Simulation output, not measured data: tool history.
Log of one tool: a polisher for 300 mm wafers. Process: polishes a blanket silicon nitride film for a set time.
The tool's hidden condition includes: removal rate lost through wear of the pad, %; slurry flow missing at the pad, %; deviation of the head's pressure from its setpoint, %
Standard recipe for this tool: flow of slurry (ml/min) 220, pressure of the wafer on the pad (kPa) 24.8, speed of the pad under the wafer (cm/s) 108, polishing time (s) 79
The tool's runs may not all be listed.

| run | hour | flow of slurry (ml/min) | pressure of the wafer on the pad (kPa) | speed of the pad under the wafer (cm/s) | polishing time (s) | wafers since the last listed run | wafers polished on this pad | hours since the slurry nozzle was cleaned | hours since the head pressure was calibrated | incoming thickness of the incoming film, nm | film removed (Å) |
|---|---|---|---|---|---|---|---|---|---|---|---|
| 1 | 0 | 220 | 24.8 | 108 | 79 | 0 | 688 | 108.4 | 1256.6 | 868.7 | 1416 |
|  | 0.7 | worn pad replaced by a new one |
| 2 | 12.1 | 220 | 24.8 | 108 | 79 | 130 | 130 | 120.5 | 1268.7 | 850.3 | 1595 |
| 3 | 22.5 | 220 | 24.8 | 108 | 79 | 119 | 250 | 130.9 | 1279.1 | 854.7 | 1555 |
| 4 | 39.5 | 220 | 22.8 | 108 | 79 | 195 | 446 | 147.9 | 1296.1 | 848.8 | 1391 |
|  | 58.5 | worn pad replaced by a new one |
| 5 | 74.3 | 220 | 22.8 | 108 | 79 | 354 | 181 | 182.7 | 1330.9 | 864.7 | 1396 |
| 6 | 81.6 | 220 | 24.8 | 118 | 95 | 84 | 265 | 190 | 1338.2 | 859.9 | 1930 |
| 7 | 91.2 | 220 | 24.8 | 108 | 79 | 110 | 376 | 199.6 | 1347.8 | 871.4 | 1509 |
| 8 | 98.3 | 220 | 29 | 88 | 79 | 81 | 457 | 206.7 | 1354.9 | 856.9 | 1458 |
| 9 | 104.3 | 220 | 29 | 88 | 79 | 69 | 526 | 212.7 | 1360.9 | 860.6 | 1481 |
|  | 122.2 | slurry nozzle cleaned |
|  | 131 | worn pad replaced by a new one |
| 10 | 146.6 | 220 | 27.6 | 108 | 91 | 429 | 179 | 24.4 | 1403.2 | 860.8 | 1953 |
|  | 149.7 | head pressure recalibrated |
| 11 | 155.2 | 220 | 33.8 | 128 | 55 | 76 | 255 | 33 | 5.5 | 849.6 | 1684 |
| 12 | 171.2 | 195 | 24.8 | 108 | 68 | 184 | 440 | 49 | 21.5 | 856.6 | 1297 |
|  | 190.5 | worn pad replaced by a new one |
| 13 | 191 | 280 | 28.3 | 146 | 91 | 181 | 6 | 68.8 | 41.3 | 860.2 | 2638 |
| 14 | 201.6 | 195 | 24.8 | 108 | 102 | 122 | 128 | 79.4 | 51.9 | 846.2 | 2012 |
| 15 | 218.8 | 220 | 24.8 | 108 | 95 | 198 | 326 | 96.6 | 69.1 | 869.1 | 1859 |
| 16 | 232.9 | 220 | 24.8 | 92 | 79 | 162 | 488 | 110.7 | 83.2 | 861.4 | 1334 |
| 17 | 242 | 170 | 27.6 | 146 | 96 | 104 | 593 | 119.8 | 92.3 | 856.2 | 2455 |
| 18 | 255.7 | 220 | 24.8 | 108 | 79 | 157 | 751 | 133.5 | 106 | 849.2 | 1401 |
|  | 259.9 | worn pad replaced by a new one |
| 19 | 273.7 | 220 | 24.8 | 108 | 79 | 161 | 158 | 151.5 | 124 | 847.6 | 1574 |

Predict each of these 5 candidate next runs independently; none follows another, all start after run 19:
| A | 274.2 | 220 | 24.8 | 108 | 79 | 5 | 164 | 152 | 124.5 | 872 | ? |
| B | 274.2 | 265 | 28.3 | 108 | 79 | 5 | 164 | 152 | 124.5 | 872 | ? |
| C | 274.2 | 220 | 24.8 | 98 | 79 | 5 | 164 | 152 | 124.5 | 872 | ? |
| D | 274.2 | 195 | 24.8 | 108 | 70 | 5 | 164 | 152 | 124.5 | 872 | ? |
| E | 274.2 | 165 | 24.8 | 118 | 79 | 5 | 164 | 152 | 124.5 | 872 | ? |

| run | film removed (Å) |
|---|---|
| A | 1577 |
| B | 1828 |
| C | 1459 |
| D | 1379 |
| E | 1638 |
With no hidden state in the tool, these same runs would have given:
| run | film removed (Å) |
|---|---|
| A | 1597 |
| B | 1853 |
| C | 1478 |
| D | 1397 |
| E | 1660 |
